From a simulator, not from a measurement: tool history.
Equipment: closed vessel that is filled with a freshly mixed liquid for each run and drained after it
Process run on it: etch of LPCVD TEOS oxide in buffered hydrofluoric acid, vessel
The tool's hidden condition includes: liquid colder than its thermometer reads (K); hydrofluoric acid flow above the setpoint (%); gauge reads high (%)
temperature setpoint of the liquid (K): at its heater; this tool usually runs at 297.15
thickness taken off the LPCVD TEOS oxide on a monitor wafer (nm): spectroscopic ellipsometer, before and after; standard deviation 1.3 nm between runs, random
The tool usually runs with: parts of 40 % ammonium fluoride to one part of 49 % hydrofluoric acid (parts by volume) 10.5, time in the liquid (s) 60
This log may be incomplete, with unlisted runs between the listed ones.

run,day,temperature setpoint of the liquid (K),parts of 40 % ammonium fluoride to one part of 49 % hydrofluoric acid (parts by volume),time in the liquid (s),wafers since the last listed run,hours since the thermometer was replaced,hours since the hydrofluoric acid flow meter was replaced,hours since the gauge calibration,"read-back film thickness of the LPCVD TEOS oxide reference wafer, read on the same gauge (nm)",thickness taken off the LPCVD TEOS oxide on a monitor wafer (nm)
1,0,293.65,10.5,60,0,298.6,963.9,982.7,120.02,120.19
# day 3.758: gauge calibrated
2,7.475,293.65,10.5,60,15507,478,1143.3,89.2,120,118.13
3,8.546,293.65,10.5,60,2221,503.7,1169,114.9,120.01,115.47
4,10.012,297.15,10.5,60,3042,538.9,1204.2,150.1,120.01,141.79
5,11.783,297.15,10.5,60,3673,581.4,1246.7,192.6,119.99,137.56
6,13.592,297.15,7.5,85,3751,624.8,1290.1,236,120.04,272.56
7,15.812,297.15,7.5,85,4607,678.1,1343.4,289.3,119.97,274.63
8,18.267,297.15,7.5,85,5091,737,1402.3,348.2,120.01,272.81
# day 18.471: thermometer replaced
9,19.967,294.15,10.5,60,3440,35.9,1443.1,389,119.99,128.48
10,21.533,297.15,10.5,60,3250,73.5,1480.7,426.6,120.01,150.06
11,23.962,297.15,10.5,60,5039,131.8,1539,484.9,120.04,150.11
12,25.875,297.15,10.5,60,3967,177.7,1584.9,530.8,119.99,149.41
13,28.338,297.15,8,60,5108,236.8,1644,589.9,120.01,190.34
14,30.8,299.15,10.5,75,5108,295.9,1703.1,649,120,204.83
15,34.062,294.65,10.5,60,6768,374.2,1781.4,727.3,120.01,125.86
# day 35.496: hydrofluoric acid flow meter replaced
16,39.525,297.15,10.5,30,11245,505.3,96.7,858.4,119.99,66.99
# day 41.104: gauge calibrated
17,41.158,297.15,13.5,30,3388,544.5,135.9,1.3,119.97,51.41
18,42.75,297.15,10.5,75,3301,582.7,174.1,39.5,119.98,168.54
19,45.571,297.15,9,60,5851,650.4,241.8,107.2,119.98,148.63
20,47.025,293.65,10.5,60,3016,685.3,276.7,142.1,119.99,111.1
21,48.267,297.15,10.5,60,2575,715.1,306.5,171.9,119.97,132.3
# day 48.629: thermometer replaced
22,49.283,301.65,10.5,35,2022,15.7,330.9,196.3,119.98,110.19
23,50.746,297.15,14,50,3033,50.8,366,231.4,120.05,91.95
24,53.35,293.65,8.5,95,5402,113.3,428.5,293.9,120,228.66

Branching from run 24: 4 alternative next runs. What would each branch give?
A,53.379,297.15,10.5,60,60,114,429.2,294.6,?,?
B,53.379,297.15,14,60,60,114,429.2,294.6,?,?
C,53.379,300.65,9,35,60,114,429.2,294.6,?,?
D,53.379,301.15,13,80,60,114,429.2,294.6,?,?

run,"read-back film thickness of the LPCVD TEOS oxide reference wafer, read on the same gauge (nm)",thickness taken off the LPCVD TEOS oxide on a monitor wafer (nm)
A,120.01,144.47
B,120.01,109.09
C,120.01,114.51
D,120.01,194.14
With no hidden state in the tool, these same runs would have given:
run,thickness taken off the LPCVD TEOS oxide on a monitor wafer (nm)
A,143.93
B,108.65
C,113.59
D,193.24
